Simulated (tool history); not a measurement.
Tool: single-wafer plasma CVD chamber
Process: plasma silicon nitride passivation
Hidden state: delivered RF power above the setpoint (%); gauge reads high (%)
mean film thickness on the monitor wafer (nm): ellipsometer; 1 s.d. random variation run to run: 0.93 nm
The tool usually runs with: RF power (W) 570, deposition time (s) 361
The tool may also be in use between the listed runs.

run	day	RF power (W)	deposition time (s)	wafers since the last listed run	hours since the last RF generator calibration	hours since the showerhead was replaced	hours since the gauge calibration	read-back reference wafer on the same gauge, thickness_nm	mean film thickness on the monitor wafer (nm)
1	0.000	570	388	0	1234.7	4444.1	209.0	546.077	565.865
2	1.454	570	388	130	1269.6	4479.0	243.9	545.938	566.481
3	1.996	600	361	48	1282.6	4492.0	256.9	546.264	536.202
4	2.842	600	361	75	1302.9	4512.3	277.2	545.835	536.985
5	3.692	600	361	76	1323.3	4532.7	297.6	545.971	537.572
6	4.383	625	378	62	1339.9	4549.3	314.2	546.085	567.354
# day 5.233: gauge calibrated
7	5.592	625	378	108	1368.9	4578.3	8.6	546.003	570.675
# day 5.950: RF generator calibrated
8	7.179	625	378	112	29.5	4616.4	46.7	546.206	583.756
9	7.762	570	361	52	43.5	4630.4	60.7	546.074	539.137
# day 8.867: showerhead replaced
10	8.888	570	361	71	70.5	0.5	87.7	545.841	539.100
11	9.688	570	361	71	89.7	19.7	106.9	545.785	537.923
12	10.496	510	425	72	109.1	39.1	126.3	545.854	609.850
13	11.242	570	361	67	127.0	57.0	144.2	545.972	536.634
14	12.650	520	290	126	160.8	90.8	178.0	545.954	418.055

Run 15 is up next; what results do you expect?
15	13.204	530	415	49	174.1	104.1	191.3	?	?

Run 15 measured read-back reference wafer on the same gauge, thickness_nm 546.040, mean film thickness on the monitor wafer (nm) 601.048.
With no hidden state in the tool, this same run would have given mean film thickness on the monitor wafer (nm) 608.045.
